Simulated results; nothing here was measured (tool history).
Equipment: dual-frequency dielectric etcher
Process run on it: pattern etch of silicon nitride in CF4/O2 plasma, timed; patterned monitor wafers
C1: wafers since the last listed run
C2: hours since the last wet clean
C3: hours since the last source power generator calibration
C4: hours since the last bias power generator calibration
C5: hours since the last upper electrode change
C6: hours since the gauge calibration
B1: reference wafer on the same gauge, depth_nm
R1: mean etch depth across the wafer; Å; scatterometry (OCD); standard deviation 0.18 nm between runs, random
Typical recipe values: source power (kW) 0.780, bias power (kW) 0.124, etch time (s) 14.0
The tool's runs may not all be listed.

run 1 day=0.000 | source_power_(kW)=0.780 bias_power_(kW)=0.124 etch_time_(s)=14.0 | C1=0 C2=436.3 C3=3854.6 C4=3058.4 C5=3785.2 C6=84.2 | B1=40.00 | R1=339.9
run 2 day=1.062 | source_power_(kW)=0.780 bias_power_(kW)=0.124 etch_time_(s)=14.0 | C1=464 C2=461.8 C3=3880.1 C4=3083.9 C5=3810.7 C6=109.7 | B1=40.02 | R1=339.8
run 3 day=2.300 | source_power_(kW)=0.780 bias_power_(kW)=0.124 etch_time_(s)=14.0 | C1=540 C2=491.5 C3=3909.8 C4=3113.6 C5=3840.4 C6=139.4 | B1=40.10 | R1=339.9
run 4 day=3.342 | source_power_(kW)=0.780 bias_power_(kW)=0.124 etch_time_(s)=14.0 | C1=455 C2=516.5 C3=3934.8 C4=3138.6 C5=3865.4 C6=164.4 | B1=40.03 | R1=340.5
-- day=4.517 wet clean of the chamber
run 5 day=4.642 | source_power_(kW)=0.650 bias_power_(kW)=0.105 etch_time_(s)=14.0 | C1=131 C2=3.0 C3=3966.0 C4=3169.8 C5=3896.6 C6=195.6 | B1=40.17 | R1=267.0
run 6 day=6.696 | source_power_(kW)=0.650 bias_power_(kW)=0.105 etch_time_(s)=14.0 | C1=897 C2=52.3 C3=4015.3 C4=3219.1 C5=3945.9 C6=244.9 | B1=40.12 | R1=267.0
-- day=8.071 upper electrode replaced
run 7 day=10.358 | source_power_(kW)=0.780 bias_power_(kW)=0.124 etch_time_(s)=14.0 | C1=1163 C2=140.2 C3=4103.2 C4=3307.0 C5=54.9 C6=332.8 | B1=40.08 | R1=337.6
run 8 day=11.517 | source_power_(kW)=0.780 bias_power_(kW)=0.124 etch_time_(s)=14.0 | C1=506 C2=168.0 C3=4131.0 C4=3334.8 C5=82.7 C6=360.6 | B1=40.01 | R1=337.1
run 9 day=13.371 | source_power_(kW)=0.780 bias_power_(kW)=0.124 etch_time_(s)=14.0 | C1=810 C2=212.5 C3=4175.5 C4=3379.3 C5=127.2 C6=405.1 | B1=40.18 | R1=337.1
run 10 day=14.733 | source_power_(kW)=0.780 bias_power_(kW)=0.124 etch_time_(s)=14.0 | C1=595 C2=245.2 C3=4208.2 C4=3412.0 C5=159.9 C6=437.8 | B1=39.95 | R1=338.2
run 11 day=17.300 | source_power_(kW)=0.780 bias_power_(kW)=0.124 etch_time_(s)=14.0 | C1=1121 C2=306.8 C3=4269.8 C4=3473.6 C5=221.5 C6=499.4 | B1=40.09 | R1=339.4
-- day=19.458 source power generator calibrated
run 12 day=21.379 | source_power_(kW)=0.780 bias_power_(kW)=0.124 etch_time_(s)=14.0 | C1=1710 C2=404.7 C3=46.1 C4=3571.5 C5=319.4 C6=597.3 | B1=40.00 | R1=354.7
-- day=24.242 bias power generator calibrated
run 13 day=24.262 | source_power_(kW)=0.780 bias_power_(kW)=0.124 etch_time_(s)=14.0 | C1=1187 C2=473.9 C3=115.3 C4=0.5 C5=388.6 C6=666.5 | B1=40.00 | R1=350.2
-- day=26.092 wet clean of the chamber
run 14 day=26.112 | source_power_(kW)=0.780 bias_power_(kW)=0.124 etch_time_(s)=14.0 | C1=371 C2=0.5 C3=159.7 C4=44.9 C5=433.0 C6=710.9 | B1=40.03 | R1=352.8
run 15 day=27.667 | source_power_(kW)=0.850 bias_power_(kW)=0.124 etch_time_(s)=12.5 | C1=679 C2=37.8 C3=197.0 C4=82.2 C5=470.3 C6=748.2 | B1=40.05 | R1=344.1
-- day=29.496 gauge calibrated
run 16 day=29.542 | source_power_(kW)=0.720 bias_power_(kW)=0.093 etch_time_(s)=11.5 | C1=819 C2=82.8 C3=242.0 C4=127.2 C5=515.3 C6=1.1 | B1=40.15 | R1=244.7
run 17 day=31.962 | source_power_(kW)=0.880 bias_power_(kW)=0.148 etch_time_(s)=16.5 | C1=1058 C2=140.9 C3=300.1 C4=185.3 C5=573.4 C6=59.2 | B1=40.05 | R1=489.7
run 18 day=33.517 | source_power_(kW)=0.970 bias_power_(kW)=0.116 etch_time_(s)=14.0 | C1=679 C2=178.2 C3=337.4 C4=222.6 C5=610.7 C6=96.5 | B1=40.10 | R1=430.2
run 19 day=35.092 | source_power_(kW)=0.600 bias_power_(kW)=0.105 etch_time_(s)=11.0 | C1=688 C2=216.0 C3=375.2 C4=260.4 C5=648.5 C6=134.3 | B1=40.11 | R1=199.4
run 20 day=36.288 | source_power_(kW)=0.780 bias_power_(kW)=0.124 etch_time_(s)=14.0 | C1=522 C2=244.7 C3=403.9 C4=289.1 C5=677.2 C6=163.0 | B1=40.07 | R1=353.3
run 21 day=37.954 | source_power_(kW)=0.780 bias_power_(kW)=0.124 etch_time_(s)=14.0 | C1=728 C2=284.7 C3=443.9 C4=329.1 C5=717.2 C6=203.0 | B1=40.04 | R1=351.1
run 22 day=40.708 | source_power_(kW)=0.780 bias_power_(kW)=0.124 etch_time_(s)=14.0 | C1=1203 C2=350.8 C3=510.0 C4=395.2 C5=783.3 C6=269.1 | B1=40.17 | R1=348.8
run 23 day=42.679 | source_power_(kW)=0.700 bias_power_(kW)=0.104 etch_time_(s)=14.0 | C1=861 C2=398.1 C3=557.3 C4=442.5 C5=830.6 C6=316.4 | B1=40.24 | R1=297.9
run 24 day=44.308 | source_power_(kW)=0.950 bias_power_(kW)=0.098 etch_time_(s)=10.5 | C1=712 C2=437.2 C3=596.4 C4=481.6 C5=869.7 C6=355.5 | B1=39.99 | R1=302.1
run 25 day=46.146 | source_power_(kW)=0.980 bias_power_(kW)=0.142 etch_time_(s)=14.0 | C1=803 C2=481.3 C3=640.5 C4=525.7 C5=913.8 C6=399.6 | B1=40.07 | R1=463.3
run 26 day=48.571 | source_power_(kW)=0.780 bias_power_(kW)=0.137 etch_time_(s)=11.0 | C1=1060 C2=539.5 C3=698.7 C4=583.9 C5=972.0 C6=457.8 | B1=40.04 | R1=284.2
run 27 day=49.883 | source_power_(kW)=0.630 bias_power_(kW)=0.146 etch_time_(s)=17.0 | C1=573 C2=571.0 C3=730.2 C4=615.4 C5=1003.5 C6=489.3 | B1=40.07 | R1=354.0
-- day=51.517 wet clean of the chamber
run 28 day=51.771 | source_power_(kW)=0.780 bias_power_(kW)=0.124 etch_time_(s)=10.0 | C1=387 C2=6.1 C3=775.5 C4=660.7 C5=1048.8 C6=534.6 | B1=40.05 | R1=250.6
run 29 day=52.938 | source_power_(kW)=0.640 bias_power_(kW)=0.094 etch_time_(s)=11.0 | C1=509 C2=34.1 C3=803.5 C4=688.7 C5=1076.8 C6=562.6 | B1=40.13 | R1=205.4

Each row is a separate what-if for the run after 29, all from the same tool condition, not one after another. Results?
run A day=52.954 | source_power_(kW)=0.780 bias_power_(kW)=0.124 etch_time_(s)=16.0 | C1=7 C2=34.5 C3=803.9 C4=689.1 C5=1077.2 C6=563.0 | B1=? | R1=?
run B day=52.954 | source_power_(kW)=0.650 bias_power_(kW)=0.142 etch_time_(s)=14.0 | C1=7 C2=34.5 C3=803.9 C4=689.1 C5=1077.2 C6=563.0 | B1=? | R1=?
run C day=52.954 | source_power_(kW)=0.600 bias_power_(kW)=0.144 etch_time_(s)=14.0 | C1=7 C2=34.5 C3=803.9 C4=689.1 C5=1077.2 C6=563.0 | B1=? | R1=?
run D day=52.954 | source_power_(kW)=0.910 bias_power_(kW)=0.124 etch_time_(s)=11.0 | C1=7 C2=34.5 C3=803.9 C4=689.1 C5=1077.2 C6=563.0 | B1=? | R1=?
run E day=52.954 | source_power_(kW)=0.830 bias_power_(kW)=0.124 etch_time_(s)=14.0 | C1=7 C2=34.5 C3=803.9 C4=689.1 C5=1077.2 C6=563.0 | B1=? | R1=?

run=A B1=40.11 R1=401.6
run=B B1=40.11 R1=299.8
run=C B1=40.11 R1=275.4
run=D B1=40.11 R1=324.4
run=E B1=40.11 R1=375.2
With the hidden condition removed and each run's random variation left untouched, the same runs would have given:
run=A R1=401.3
run=B R1=299.5
run=C R1=275.2
run=D R1=324.2
run=E R1=374.9

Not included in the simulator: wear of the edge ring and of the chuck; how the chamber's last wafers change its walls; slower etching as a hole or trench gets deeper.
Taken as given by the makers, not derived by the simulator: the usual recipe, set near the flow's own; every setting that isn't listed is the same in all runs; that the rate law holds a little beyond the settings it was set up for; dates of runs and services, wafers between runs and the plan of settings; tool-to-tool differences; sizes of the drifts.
